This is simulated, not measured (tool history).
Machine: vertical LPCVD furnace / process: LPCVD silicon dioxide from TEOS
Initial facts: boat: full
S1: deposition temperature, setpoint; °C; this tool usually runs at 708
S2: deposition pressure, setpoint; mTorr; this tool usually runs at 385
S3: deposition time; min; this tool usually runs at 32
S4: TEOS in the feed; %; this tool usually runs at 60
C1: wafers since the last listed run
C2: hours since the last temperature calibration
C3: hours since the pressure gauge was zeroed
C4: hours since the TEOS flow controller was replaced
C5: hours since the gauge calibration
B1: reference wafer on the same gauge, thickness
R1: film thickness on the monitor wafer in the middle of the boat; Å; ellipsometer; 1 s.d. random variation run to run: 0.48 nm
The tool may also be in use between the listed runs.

run 1 day=0 | S1=716 S2=385 S3=32 S4=60 | C1=0 C2=3683.3 C3=1289.6 C4=6643 C5=237.1 | B1=246.11 | R1=3927.7
run 2 day=1.096 | S1=708 S2=385 S3=29 S4=60 | C1=291 C2=3709.6 C3=1315.9 C4=6669.3 C5=263.4 | B1=246.08 | R1=2990.6
run 3 day=1.988 | S1=708 S2=385 S3=32 S4=60 | C1=237 C2=3731 C3=1337.3 C4=6690.7 C5=284.8 | B1=245.93 | R1=3285.6
run 4 day=3.412 | S1=708 S2=385 S3=32 S4=60 | C1=379 C2=3765.2 C3=1371.5 C4=6724.9 C5=319 | B1=245.95 | R1=3287
run 5 day=4.571 | S1=708 S2=385 S3=32 S4=60 | C1=308 C2=3793 C3=1399.3 C4=6752.7 C5=346.8 | B1=246.03 | R1=3286.5
run 6 day=5.721 | S1=708 S2=385 S3=32 S4=60 | C1=306 C2=3820.6 C3=1426.9 C4=6780.3 C5=374.4 | B1=245.99 | R1=3291.3
run 7 day=7.042 | S1=708 S2=385 S3=32 S4=60 | C1=351 C2=3852.3 C3=1458.6 C4=6812 C5=406.1 | B1=246.12 | R1=3293.8
-- day=7.1 gauge calibrated
-- day=8.617 thermocouples replaced and temperature profile calibrated
run 8 day=8.638 | S1=708 S2=385 S3=44 S4=53 | C1=158 C2=0.5 C3=1496.9 C4=6850.3 C5=36.9 | B1=246.01 | R1=3873.3
run 9 day=9.558 | S1=708 S2=420 S3=32 S4=60 | C1=245 C2=22.6 C3=1519 C4=6872.4 C5=59 | B1=246.09 | R1=3135.8
-- day=10.779 pressure gauge zeroed
-- day=10.883 TEOS flow controller replaced
run 10 day=10.904 | S1=703 S2=385 S3=32 S4=65 | C1=63 C2=54.9 C3=3 C4=0.5 C5=91.3 | B1=245.98 | R1=2793.2
run 11 day=11.842 | S1=700 S2=470 S3=40 S4=57 | C1=249 C2=77.4 C3=25.5 C4=23 C5=113.8 | B1=246.01 | R1=3370.4
run 12 day=13.117 | S1=703 S2=465 S3=38 S4=60 | C1=339 C2=108 C3=56.1 C4=53.6 C5=144.4 | B1=246 | R1=3510.3
run 13 day=14.367 | S1=708 S2=385 S3=32 S4=60 | C1=332 C2=138 C3=86.1 C4=83.6 C5=174.4 | B1=245.9 | R1=3026.2
run 14 day=15.329 | S1=708 S2=345 S3=40.5 S4=60 | C1=256 C2=161.1 C3=109.2 C4=106.7 C5=197.5 | B1=246.05 | R1=3623
run 15 day=16.171 | S1=715 S2=385 S3=39.5 S4=68 | C1=223 C2=181.3 C3=129.4 C4=126.9 C5=217.7 | B1=246.17 | R1=4665.6

Here are 4 independent what-if runs from the current tool condition. What would each one return?
run A day=16.342 | S1=708 S2=385 S3=22.5 S4=60 | C1=45 C2=185.4 C3=133.5 C4=131 C5=221.8 | B1=? | R1=?
run B day=16.342 | S1=698 S2=385 S3=26.5 S4=69 | C1=45 C2=185.4 C3=133.5 C4=131 C5=221.8 | B1=? | R1=?
run C day=16.342 | S1=708 S2=300 S3=25.5 S4=60 | C1=45 C2=185.4 C3=133.5 C4=131 C5=221.8 | B1=? | R1=?
run D day=16.342 | S1=708 S2=385 S3=32 S4=67 | C1=45 C2=185.4 C3=133.5 C4=131 C5=221.8 | B1=? | R1=?

run=A B1=245.94 R1=2130.6
run=B B1=245.94 R1=2136.7
run=C B1=245.94 R1=2131.5
run=D B1=245.94 R1=3202.1
Had the tool no hidden state, the same runs would have come out as:
run=A R1=2081.6
run=B R1=2086.5
run=C R1=2082.5
run=D R1=3128.4
